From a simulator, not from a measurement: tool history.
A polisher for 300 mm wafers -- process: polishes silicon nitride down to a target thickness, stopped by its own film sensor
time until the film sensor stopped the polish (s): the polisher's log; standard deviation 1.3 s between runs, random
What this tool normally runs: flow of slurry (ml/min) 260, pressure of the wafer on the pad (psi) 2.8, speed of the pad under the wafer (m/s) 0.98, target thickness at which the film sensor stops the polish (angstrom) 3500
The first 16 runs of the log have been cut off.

run   hour  flow of slurry (ml/min)  pressure of the wafer on the pad (psi)  speed of the pad under the wafer (m/s)  target thickness at which the film sensor stops the polish (angstrom)  wafers since the last listed run  wafers polished on this pad  hours since the slurry nozzle was cleaned  hours since the head pressure was calibrated  incoming thickness of the incoming film, nm  time until the film sensor stopped the polish (s)
 17  278.0                      260                                     2.8                                    0.98                                                                   3500                                69                          162                                      149.7                                         128.3                                        460.3                                               78.1
 18  292.0                      220                                     2.8                                    0.98                                                                   3500                                68                          230                                      163.7                                         142.3                                        464.0                                               86.8
 19  308.6                      260                                     3.7                                    0.98                                                                   3290                                81                          311                                      180.3                                         158.9                                        467.1                                               76.1
 20  315.6                      260                                     2.0                                    1.16                                                                   3770                                34                          345                                      187.3                                         165.9                                        466.8                                               78.5
 21  333.5                      285                                     3.8                                    0.98                                                                   3500                                87                          433                                      205.2                                         183.8                                        465.2                                               59.8
 22  342.9                      260                                     2.5                                    0.98                                                                   3500                                45                          479                                      214.6                                         193.2                                        453.1                                               81.8
 23  355.0                      260                                     2.8                                    0.98                                                                   3500                                59                          538                                      226.7                                         205.3                                        456.3                                               76.5
 24  365.2                      320                                     3.4                                    1.14                                                                   3820                                49                          588                                      236.9                                         215.5                                        464.5                                               41.6
 25  379.2                      280                                     2.8                                    0.82                                                                   3500                                68                          656                                      250.9                                         229.5                                        463.8                                               93.4
 26  389.3                      260                                     3.5                                    0.98                                                                   3500                                49                          705                                      261.0                                         239.6                                        457.7                                               60.6
     393.4  -- slurry nozzle cleaned
     394.0  -- worn pad replaced by a new one
 27  397.6                      300                                     2.8                                    1.20                                                                   3330                                32                           17                                        4.2                                         247.9                                        461.5                                               71.8
 28  404.0                      260                                     2.8                                    1.12                                                                   3670                                31                           48                                       10.6                                         254.3                                        462.5                                               58.3
 29  417.8                      235                                     3.6                                    1.22                                                                   3860                                67                          116                                       24.4                                         268.1                                        464.8                                               34.6
 30  431.3                      260                                     3.5                                    0.98                                                                   3830                                65                          181                                       37.9                                         281.6                                        461.1                                               41.9
 31  441.8                      260                                     2.0                                    0.74                                                                   3500                                51                          233                                       48.4                                         292.1                                        457.1                                              129.7
 32  456.5                      260                                     3.1                                    0.88                                                                   3500                                71                          304                                       63.1                                         306.8                                        457.1                                               69.5
 33  480.2                      320                                     3.4                                    0.90                                                                   3500                               115                          420                                       86.8                                         330.5                                        457.1                                               64.6
 34  497.6                      260                                     2.8                                    0.98                                                                   3500                                84                          505                                      104.2                                         347.9                                        463.1                                               79.6
     507.6  -- worn pad replaced by a new one
 35  513.1                      335                                     2.8                                    0.90                                                                   3500                                56                           26                                      119.7                                         363.4                                        454.4                                               75.5
 36  523.8                      340                                     2.8                                    0.98                                                                   3500                                52                           78                                      130.4                                         374.1                                        458.7                                               71.6
 37  535.3                      210                                     3.6                                    0.66                                                                   3500                                56                          135                                      141.9                                         385.6                                        457.8                                               82.1
 38  585.1                      215                                     2.0                                    1.08                                                                   3130                               243                          378                                      191.7                                         435.4                                        461.2                                              138.3

Each row is a separate what-if for the run after 38, all from the same tool condition, not one after another. Results?
  A  585.6                      260                                     2.8                                    1.22                                                                   3500                                 2                          380                                      192.2                                         435.9                                        462.5                                                  ?
  B  585.6                      295                                     1.9                                    0.78                                                                   3130                                 2                          380                                      192.2                                         435.9                                        462.5                                                  ?
  C  585.6                      295                                     1.9                                    0.98                                                                   3630                                 2                          380                                      192.2                                         435.9                                        462.5                                                  ?

run  time until the film sensor stopped the polish (s)
  A                                               66.3
  B                                              181.2
  C                                              100.5
With no hidden state in the tool, these same runs would have given:
run  time until the film sensor stopped the polish (s)
  A                                               63.3
  B                                              174.9
  C                                               97.0
